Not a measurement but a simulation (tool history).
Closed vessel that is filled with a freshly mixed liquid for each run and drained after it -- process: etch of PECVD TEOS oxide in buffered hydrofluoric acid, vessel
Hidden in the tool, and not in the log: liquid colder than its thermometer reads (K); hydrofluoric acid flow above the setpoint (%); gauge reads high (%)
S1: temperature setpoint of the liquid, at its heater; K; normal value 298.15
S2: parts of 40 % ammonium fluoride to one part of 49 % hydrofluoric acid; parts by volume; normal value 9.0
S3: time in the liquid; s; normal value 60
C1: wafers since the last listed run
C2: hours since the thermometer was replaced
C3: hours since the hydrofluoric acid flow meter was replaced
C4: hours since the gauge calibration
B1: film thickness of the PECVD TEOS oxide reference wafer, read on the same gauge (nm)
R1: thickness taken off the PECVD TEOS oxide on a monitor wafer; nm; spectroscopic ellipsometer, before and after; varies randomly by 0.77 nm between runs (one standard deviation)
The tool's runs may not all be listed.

run    hour      S1    S2  S3     C1      C2      C3      C4      B1      R1
  1     0.0  298.15   9.0  35      0   669.5    22.8   363.8  119.65   61.05
  2    43.2  298.15  10.0  60   3388   712.7    66.0   407.0  119.59   97.71
  3    98.2  298.15   9.0  60   4314   767.7   121.0   462.0  119.50  103.51
  4   158.2  298.15   9.0  45   4706   827.7   181.0   522.0  119.36   78.38
  5   215.8  298.15   9.0  45   4518   885.3   238.6   579.6  119.22   78.78
  6   249.6  298.15   9.0  45   2651   919.1   272.4   613.4  119.12   78.74
  7   282.3  296.15   9.0  85   2565   951.8   305.1   646.1  119.04  133.16
  8   333.7  298.15   7.5  60   4031  1003.2   356.5   697.5  118.86  126.81
  9   371.0  298.15   7.5  60   2925  1040.5   393.8   734.8  118.75  127.34
 10   439.0  298.15   7.5  60   5334  1108.5   461.8   802.8  118.52  127.45
 11   510.8  298.15   9.0  60   5632  1180.3   533.6   874.6  118.24  104.41
 12   600.0  298.15   9.0  60   6997  1269.5   622.8   963.8  117.88  103.64
 13   629.6  300.15   9.0  45   2321  1299.1   652.4   993.4  117.72   85.83
 14   685.0  298.15   9.0  60   4345  1354.5   707.8  1048.8  117.44  103.54
 15   721.6  293.15   9.0  70   2870  1391.1   744.4  1085.4  117.28   91.66
 16   763.0  298.15  12.5  50   3247  1432.5   785.8  1126.8  117.08   65.65
 17   792.1  299.65  11.0  85   2282  1461.6   814.9  1155.9  116.89  135.76
 18   824.3  293.65   9.0  60   2525  1493.8   847.1  1188.1  116.75   80.22
 19   879.6  301.15   7.0  75   4337  1549.1   902.4  1243.4  116.44  195.05
      925.1  -- thermometer replaced
      952.6  -- gauge calibrated
 20  1028.0  298.15   9.0  45  11562   102.9  1050.8    75.4  120.43   79.53
 21  1094.7  298.15   9.0  60   5232   169.6  1117.5   142.1  120.40  106.19
 22  1163.5  298.15   9.0  30   5396   238.4  1186.3   210.9  120.34   53.15
     1185.8  -- hydrofluoric acid flow meter replaced
 23  1221.8  298.15  11.5  35   4494   296.7    36.0   269.2  120.30   50.26
 24  1246.7  300.15   7.0  80   1953   321.6    60.9   294.1  120.25  207.18
 25  1281.3  294.15  12.5  85   2714   356.2    95.5   328.7  120.18   90.00
 26  1340.6  298.15  12.0  60   4651   415.5   154.8   388.0  120.10   82.62
 27  1457.1  298.15  12.5  60   9138   532.0   271.3   504.5  119.90   78.75
 28  1494.3  298.15   9.0  60   2918   569.2   308.5   541.7  119.78  105.86
 29  1533.4  296.65   9.0  60   3067   608.3   347.6   580.8  119.69   96.92
 30  1571.5  302.15   6.0  45   2988   646.4   385.7   618.9  119.56  147.18
 31  1633.6  296.15  12.0  85   4871   708.5   447.8   681.0  119.36  104.62
 32  1673.1  298.15   6.5  35   3098   748.0   487.3   720.5  119.25   85.05

Give the tool's hidden conditions for every run:
liquid colder than its thermometer reads (K): 0 across all the runs
hydrofluoric acid flow above the setpoint (%): 0 across all the runs
H1: gauge reads high (%)
run      H1
  1  -0.267
  2   -0.33
  3  -0.422
  4  -0.535
  5  -0.656
  6  -0.733
  7  -0.812
  8  -0.944
  9   -1.05
 10   -1.25
 11   -1.48
 12   -1.79
 13    -1.9
 14   -2.12
 15   -2.27
 16   -2.44
 17   -2.57
 18   -2.71
 19   -2.97
 20   0.361
 21   0.334
 22   0.287
 23   0.234
 24   0.207
 25   0.166
 26  0.0845
 27  -0.114
 28  -0.189
 29  -0.272
 30   -0.36
 31  -0.514
 32   -0.62
